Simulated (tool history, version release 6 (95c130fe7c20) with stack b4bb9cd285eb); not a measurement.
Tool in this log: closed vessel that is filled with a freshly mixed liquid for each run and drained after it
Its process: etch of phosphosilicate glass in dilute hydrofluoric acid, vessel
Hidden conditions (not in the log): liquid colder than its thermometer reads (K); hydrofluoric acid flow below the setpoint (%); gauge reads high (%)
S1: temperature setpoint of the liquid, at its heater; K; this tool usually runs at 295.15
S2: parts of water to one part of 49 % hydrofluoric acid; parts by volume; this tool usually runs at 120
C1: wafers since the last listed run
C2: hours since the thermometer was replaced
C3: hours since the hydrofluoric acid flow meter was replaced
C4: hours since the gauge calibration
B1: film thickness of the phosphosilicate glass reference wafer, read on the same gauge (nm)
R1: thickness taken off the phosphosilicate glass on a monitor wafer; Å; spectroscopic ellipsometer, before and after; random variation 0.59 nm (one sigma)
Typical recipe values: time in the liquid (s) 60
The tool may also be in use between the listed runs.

{"run": 1, "hour": 0.0, "S1": 295.15, "S2": 120, "time in the liquid (s)": 60, "C1": 0, "C2": 2367.2, "C3": 877.9, "C4": 106.6, "B1": 100.01, "R1": 626.4}
{"run": 2, "hour": 41.5, "S1": 295.15, "S2": 120, "time in the liquid (s)": 60, "C1": 3627, "C2": 2408.7, "C3": 919.4, "C4": 148.1, "B1": 99.98, "R1": 620.2}
{"run": 3, "hour": 105.1, "S1": 295.15, "S2": 120, "time in the liquid (s)": 60, "C1": 5560, "C2": 2472.3, "C3": 983.0, "C4": 211.7, "B1": 99.99, "R1": 617.1}
{"run": 4, "hour": 139.6, "S1": 295.15, "S2": 120, "time in the liquid (s)": 60, "C1": 3016, "C2": 2506.8, "C3": 1017.5, "C4": 246.2, "B1": 99.97, "R1": 623.2}
{"run": 5, "hour": 207.9, "S1": 295.15, "S2": 120, "time in the liquid (s)": 40, "C1": 5970, "C2": 2575.1, "C3": 1085.8, "C4": 314.5, "B1": 99.99, "R1": 409.1}
{"run": 6, "hour": 256.1, "S1": 295.15, "S2": 120, "time in the liquid (s)": 40, "C1": 4213, "C2": 2623.3, "C3": 1134.0, "C4": 362.7, "B1": 100.01, "R1": 409.5}
{"run": 7, "hour": 288.0, "S1": 295.15, "S2": 120, "time in the liquid (s)": 60, "C1": 2788, "C2": 2655.2, "C3": 1165.9, "C4": 394.6, "B1": 99.99, "R1": 625.7}
{"run": 8, "hour": 316.3, "S1": 295.15, "S2": 120, "time in the liquid (s)": 35, "C1": 2474, "C2": 2683.5, "C3": 1194.2, "C4": 422.9, "B1": 99.99, "R1": 360.4}
{"run": 9, "hour": 382.5, "S1": 295.15, "S2": 120, "time in the liquid (s)": 35, "C1": 5787, "C2": 2749.7, "C3": 1260.4, "C4": 489.1, "B1": 100.0, "R1": 362.7}
{"run": 10, "hour": 451.6, "S1": 295.15, "S2": 120, "time in the liquid (s)": 60, "C1": 6040, "C2": 2818.8, "C3": 1329.5, "C4": 558.2, "B1": 100.01, "R1": 602.7}
{"run": 11, "hour": 510.9, "S1": 295.15, "S2": 120, "time in the liquid (s)": 60, "C1": 5184, "C2": 2878.1, "C3": 1388.8, "C4": 617.5, "B1": 99.99, "R1": 603.3}
{"run": 12, "hour": 536.1, "S1": 295.15, "S2": 120, "time in the liquid (s)": 60, "C1": 2203, "C2": 2903.3, "C3": 1414.0, "C4": 642.7, "B1": 100.01, "R1": 614.3}
{"run": 13, "hour": 579.1, "S1": 295.15, "S2": 120, "time in the liquid (s)": 60, "C1": 3759, "C2": 2946.3, "C3": 1457.0, "C4": 685.7, "B1": 99.99, "R1": 604.3}
{"run": 14, "hour": 612.7, "S1": 295.15, "S2": 120, "time in the liquid (s)": 60, "C1": 2937, "C2": 2979.9, "C3": 1490.6, "C4": 719.3, "B1": 100.0, "R1": 596.4}
{"hour": 634.1, "done": "gauge calibrated"}
{"run": 15, "hour": 643.1, "S1": 297.65, "S2": 120, "time in the liquid (s)": 40, "C1": 2657, "C2": 3010.3, "C3": 1521.0, "C4": 9.0, "B1": 100.01, "R1": 441.0}
{"run": 16, "hour": 705.3, "S1": 295.15, "S2": 120, "time in the liquid (s)": 60, "C1": 5437, "C2": 3072.5, "C3": 1583.2, "C4": 71.2, "B1": 100.02, "R1": 594.4}
{"hour": 729.5, "done": "thermometer replaced"}
{"run": 17, "hour": 736.8, "S1": 295.15, "S2": 70, "time in the liquid (s)": 75, "C1": 2666, "C2": 7.3, "C3": 1614.7, "C4": 102.7, "B1": 99.99, "R1": 1476.9}
{"run": 18, "hour": 793.5, "S1": 290.65, "S2": 150, "time in the liquid (s)": 50, "C1": 4956, "C2": 64.0, "C3": 1671.4, "C4": 159.4, "B1": 100.0, "R1": 347.2}
{"run": 19, "hour": 850.9, "S1": 295.15, "S2": 120, "time in the liquid (s)": 60, "C1": 5018, "C2": 121.4, "C3": 1728.8, "C4": 216.8, "B1": 100.01, "R1": 638.5}
{"hour": 853.8, "done": "hydrofluoric acid flow meter replaced"}
{"run": 20, "hour": 900.9, "S1": 295.15, "S2": 120, "time in the liquid (s)": 85, "C1": 4283, "C2": 171.4, "C3": 47.1, "C4": 266.8, "B1": 100.0, "R1": 984.2}
{"run": 21, "hour": 925.6, "S1": 299.65, "S2": 155, "time in the liquid (s)": 60, "C1": 2159, "C2": 196.1, "C3": 71.8, "C4": 291.5, "B1": 100.0, "R1": 610.4}
{"run": 22, "hour": 984.7, "S1": 295.15, "S2": 120, "time in the liquid (s)": 60, "C1": 5166, "C2": 255.2, "C3": 130.9, "C4": 350.6, "B1": 100.01, "R1": 695.4}
{"run": 23, "hour": 1036.2, "S1": 293.15, "S2": 120, "time in the liquid (s)": 80, "C1": 4502, "C2": 306.7, "C3": 182.4, "C4": 402.1, "B1": 99.99, "R1": 848.7}
{"run": 24, "hour": 1077.7, "S1": 291.65, "S2": 120, "time in the liquid (s)": 30, "C1": 3627, "C2": 348.2, "C3": 223.9, "C4": 443.6, "B1": 100.01, "R1": 299.2}
{"run": 25, "hour": 1104.0, "S1": 293.65, "S2": 75, "time in the liquid (s)": 50, "C1": 2299, "C2": 374.5, "C3": 250.2, "C4": 469.9, "B1": 100.0, "R1": 926.7}
{"run": 26, "hour": 1162.6, "S1": 293.65, "S2": 120, "time in the liquid (s)": 85, "C1": 5122, "C2": 433.1, "C3": 308.8, "C4": 528.5, "B1": 100.01, "R1": 899.7}
{"run": 27, "hour": 1232.6, "S1": 293.65, "S2": 105, "time in the liquid (s)": 40, "C1": 6119, "C2": 503.1, "C3": 378.8, "C4": 598.5, "B1": 100.0, "R1": 494.3}

State the hidden condition of the tool at each of the runs:
gauge reads high (%): 0 across all the runs
H1: liquid colder than its thermometer reads (K)
H2: hydrofluoric acid flow below the setpoint (%)
run=1 H1=1.74 H2=4.11
run=2 H1=1.77 H2=4.28
run=3 H1=1.82 H2=4.55
run=4 H1=1.84 H2=4.69
run=5 H1=1.89 H2=4.98
run=6 H1=1.93 H2=5.18
run=7 H1=1.95 H2=5.31
run=8 H1=1.97 H2=5.43
run=9 H1=2.02 H2=5.71
run=10 H1=2.07 H2=6
run=11 H1=2.11 H2=6.25
run=12 H1=2.13 H2=6.35
run=13 H1=2.16 H2=6.53
run=14 H1=2.18 H2=6.67
run=15 H1=2.21 H2=6.8
run=16 H1=2.25 H2=7.06
run=17 H1=0.0112 H2=7.19
run=18 H1=0.0518 H2=7.43
run=19 H1=0.0929 H2=7.67
run=20 H1=0.129 H2=0.638
run=21 H1=0.146 H2=0.741
run=22 H1=0.189 H2=0.989
run=23 H1=0.226 H2=1.2
run=24 H1=0.255 H2=1.38
run=25 H1=0.274 H2=1.49
run=26 H1=0.316 H2=1.73
run=27 H1=0.366 H2=2.03
